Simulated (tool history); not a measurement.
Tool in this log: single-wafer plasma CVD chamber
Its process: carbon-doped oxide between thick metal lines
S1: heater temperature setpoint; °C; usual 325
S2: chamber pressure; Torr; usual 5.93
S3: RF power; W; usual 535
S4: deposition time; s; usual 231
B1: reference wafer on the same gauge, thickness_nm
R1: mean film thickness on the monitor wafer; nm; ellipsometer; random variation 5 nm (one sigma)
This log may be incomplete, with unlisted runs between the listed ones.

Run 1, hour 0.0: usual settings but S4 220 s; B1 1253.312. Result: R1 1198.262 nm.
Run 2, hour 12.1: usual settings but S4 220 s; B1 1251.383. Result: R1 1205.475 nm.
Run 3, hour 31.2: usual settings; B1 1250.639. Result: R1 1270.612 nm.
Run 4, hour 99.6: usual settings; B1 1249.440. Result: R1 1261.480 nm.
Run 5, hour 135.3: usual settings; B1 1249.052. Result: R1 1255.421 nm.
Run 6, hour 151.4: usual settings; B1 1249.613. Result: R1 1254.240 nm.
At hour 167.8: RF generator calibrated.
Run 7, hour 168.3: usual settings; B1 1248.269. Result: R1 1267.393 nm.
At hour 190.3: showerhead replaced.
Run 8, hour 190.8: usual settings; B1 1248.962. Result: R1 1261.347 nm.
At hour 205.5: thermocouple changed; heater temperature recalibrated.
Run 9, hour 213.8: usual settings but S3 465 W; B1 1248.455. Result: R1 1177.262 nm.
Run 10, hour 228.6: usual settings but S1 332 °C, S3 450 W; B1 1248.370. Result: R1 1136.508 nm.
At hour 229.8: gauge calibrated.
At hour 239.1: capacitance manometer re-zeroed and calibrated.
Run 11, hour 262.6: usual settings; B1 1263.558. Result: R1 1278.993 nm.
Run 12, hour 284.3: usual settings but S1 333 °C, S3 500 W; B1 1260.918. Result: R1 1206.443 nm.
Run 13, hour 312.9: usual settings; B1 1258.596. Result: R1 1276.806 nm.
Run 14, hour 333.1: usual settings; B1 1255.880. Result: R1 1263.207 nm.
Run 15, hour 367.0: usual settings but S3 600 W, S4 245 s; B1 1253.490. Result: R1 1417.243 nm.
Run 16, hour 399.6: usual settings but S3 615 W; B1 1251.375. Result: R1 1335.812 nm.
Run 17, hour 426.9: usual settings but S1 313 °C, S2 4.73 Torr, S3 470 W, S4 249 s; B1 1250.862. Result: R1 1279.594 nm.
Run 18, hour 454.0: usual settings but S4 263 s; B1 1250.435. Result: R1 1438.589 nm.

For each run, the measured value with the value that run would have given without the tool's hidden condition subtracted. The run-to-run variation is shared by both, the gauge scatter possibly not:
Hidden state present: wafer temperature above the value expected at the setpoint (K); delivered RF power above the setpoint (%); true pressure above the setpoint (%); gauge reads high (%).
run       R1
  1  -16.835
  2  -17.307
  3  -18.806
  4  -20.210
  5  -20.690
  6  -20.892
  7  -21.324
  8  -21.470
  9  -20.245
 10  -19.659
 11   -6.402
 12   -8.585
 13  -12.141
 14  -13.853
 15  -18.489
 16  -19.609
 17  -20.242
 18  -24.134
